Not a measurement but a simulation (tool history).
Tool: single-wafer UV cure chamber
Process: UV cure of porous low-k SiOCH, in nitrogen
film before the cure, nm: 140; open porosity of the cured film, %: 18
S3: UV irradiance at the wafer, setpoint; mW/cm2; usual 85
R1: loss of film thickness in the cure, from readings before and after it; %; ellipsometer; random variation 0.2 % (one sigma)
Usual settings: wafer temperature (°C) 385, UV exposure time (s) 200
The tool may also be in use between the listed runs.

{"run": 1, "hour": 0.0, "wafer temperature (°C)": 385, "UV exposure time (s)": 280, "S3": 85, "R1": 12.028}
{"run": 2, "hour": 96.1, "wafer temperature (°C)": 385, "UV exposure time (s)": 200, "S3": 85, "R1": 9.994}
{"run": 3, "hour": 180.1, "wafer temperature (°C)": 385, "UV exposure time (s)": 200, "S3": 85, "R1": 10.267}
{"hour": 257.7, "done": "quartz window cleaned"}
{"run": 4, "hour": 258.2, "wafer temperature (°C)": 385, "UV exposure time (s)": 200, "S3": 85, "R1": 9.945}
{"run": 5, "hour": 307.3, "wafer temperature (°C)": 397, "UV exposure time (s)": 200, "S3": 85, "R1": 10.29}
{"run": 6, "hour": 348.0, "wafer temperature (°C)": 397, "UV exposure time (s)": 200, "S3": 85, "R1": 9.937}
{"run": 7, "hour": 436.1, "wafer temperature (°C)": 397, "UV exposure time (s)": 200, "S3": 85, "R1": 10.138}
{"run": 8, "hour": 475.4, "wafer temperature (°C)": 385, "UV exposure time (s)": 290, "S3": 85, "R1": 11.944}
{"run": 9, "hour": 546.9, "wafer temperature (°C)": 385, "UV exposure time (s)": 290, "S3": 85, "R1": 11.727}
{"hour": 638.3, "done": "quartz window cleaned"}
{"run": 10, "hour": 638.8, "wafer temperature (°C)": 385, "UV exposure time (s)": 200, "S3": 85, "R1": 9.831}
{"run": 11, "hour": 707.2, "wafer temperature (°C)": 385, "UV exposure time (s)": 200, "S3": 85, "R1": 10.344}
{"run": 12, "hour": 773.7, "wafer temperature (°C)": 385, "UV exposure time (s)": 200, "S3": 85, "R1": 9.816}
{"hour": 843.7, "done": "UV bulbs replaced"}
{"run": 13, "hour": 863.0, "wafer temperature (°C)": 385, "UV exposure time (s)": 200, "S3": 85, "R1": 9.491}
{"run": 14, "hour": 950.6, "wafer temperature (°C)": 371, "UV exposure time (s)": 290, "S3": 85, "R1": 10.531}
{"run": 15, "hour": 989.2, "wafer temperature (°C)": 385, "UV exposure time (s)": 200, "S3": 85, "R1": 8.885}
{"run": 16, "hour": 1028.0, "wafer temperature (°C)": 385, "UV exposure time (s)": 200, "S3": 85, "R1": 9.021}
{"hour": 1043.5, "done": "quartz window cleaned"}
{"run": 17, "hour": 1122.9, "wafer temperature (°C)": 385, "UV exposure time (s)": 200, "S3": 97, "R1": 9.501}
{"run": 18, "hour": 1186.6, "wafer temperature (°C)": 385, "UV exposure time (s)": 200, "S3": 85, "R1": 8.525}
{"run": 19, "hour": 1281.0, "wafer temperature (°C)": 385, "UV exposure time (s)": 200, "S3": 85, "R1": 8.952}
{"hour": 1319.3, "done": "UV bulbs replaced, repeated, since the last time left the tool worse"}
{"run": 20, "hour": 1319.8, "wafer temperature (°C)": 403, "UV exposure time (s)": 90, "S3": 95, "R1": 8.357}
{"run": 21, "hour": 1407.1, "wafer temperature (°C)": 385, "UV exposure time (s)": 90, "S3": 122, "R1": 9.209}
{"run": 22, "hour": 1458.7, "wafer temperature (°C)": 378, "UV exposure time (s)": 300, "S3": 67, "R1": 11.98}
{"hour": 1486.5, "done": "quartz window cleaned"}
{"run": 23, "hour": 1555.7, "wafer temperature (°C)": 385, "UV exposure time (s)": 200, "S3": 52, "R1": 8.676}
{"run": 24, "hour": 1655.8, "wafer temperature (°C)": 385, "UV exposure time (s)": 240, "S3": 85, "R1": 11.715}
{"run": 25, "hour": 1834.9, "wafer temperature (°C)": 373, "UV exposure time (s)": 260, "S3": 51, "R1": 9.7}
{"hour": 1845.5, "done": "quartz window cleaned"}
{"run": 26, "hour": 1895.5, "wafer temperature (°C)": 385, "UV exposure time (s)": 200, "S3": 85, "R1": 10.367}
{"run": 27, "hour": 1945.2, "wafer temperature (°C)": 380, "UV exposure time (s)": 200, "S3": 85, "R1": 10.463}

Forecast each of these 3 alternatives for the next run:
{"run": "A", "hour": 1945.6, "wafer temperature (°C)": 385, "UV exposure time (s)": 85, "S3": 85, "R1": "?"}
{"run": "B", "hour": 1945.6, "wafer temperature (°C)": 373, "UV exposure time (s)": 120, "S3": 85, "R1": "?"}
{"run": "C", "hour": 1945.6, "wafer temperature (°C)": 377, "UV exposure time (s)": 290, "S3": 118, "R1": "?"}

run=A R1=6.907
run=B R1=8.152
run=C R1=13.867
Without the tool's hidden state the same runs would have given:
run=A R1=7.525
run=B R1=8.798
run=C R1=14.613
